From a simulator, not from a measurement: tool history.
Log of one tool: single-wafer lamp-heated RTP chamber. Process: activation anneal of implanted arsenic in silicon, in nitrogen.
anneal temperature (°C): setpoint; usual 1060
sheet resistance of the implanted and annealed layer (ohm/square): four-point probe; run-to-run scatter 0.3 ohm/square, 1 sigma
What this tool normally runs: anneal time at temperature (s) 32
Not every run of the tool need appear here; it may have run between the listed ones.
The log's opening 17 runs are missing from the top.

run	hour	anneal temperature (°C)	anneal time at temperature (s)	read-back reference wafer on the same gauge, sheet resistance	sheet resistance of the implanted and annealed layer (ohm/square)
18	771.3	1072	20	70.04	79.76
19	822.7	1085	21	69.91	75.57
20	875.5	1083	51	69.78	68.09
21	912.2	1038	40	69.71	80.66
22	975.5	1060	32	69.48	76.86
23	1020.5	1084	51	69.35	67.45
24	1090.1	1060	32	69.13	76.82
25	1145.3	1071	46	68.96	70.10
26	1181.0	1036	45	68.93	79.50
27	1245.2	1042	27	68.70	83.62
28	1273.0	1040	19	68.67	88.29
29	1335.3	1041	16	68.49	89.92
30	1383.7	1038	32	68.35	82.00

Here are 5 independent what-if runs from the current tool condition. What would each one return?
A	1384.1	1037	32	?	?
B	1384.1	1040	43	?	?
C	1384.1	1047	24	?	?
D	1384.1	1070	43	?	?
E	1384.1	1060	37	?	?

run	read-back reference wafer on the same gauge, sheet resistance	sheet resistance of the implanted and annealed layer (ohm/square)
A	68.30	82.07
B	68.30	77.64
C	68.30	82.58
D	68.30	70.22
E	68.30	73.99
With no hidden state in the tool, these same runs would have given:
run	sheet resistance of the implanted and annealed layer (ohm/square)
A	85.40
B	80.78
C	85.92
D	73.06
E	76.98

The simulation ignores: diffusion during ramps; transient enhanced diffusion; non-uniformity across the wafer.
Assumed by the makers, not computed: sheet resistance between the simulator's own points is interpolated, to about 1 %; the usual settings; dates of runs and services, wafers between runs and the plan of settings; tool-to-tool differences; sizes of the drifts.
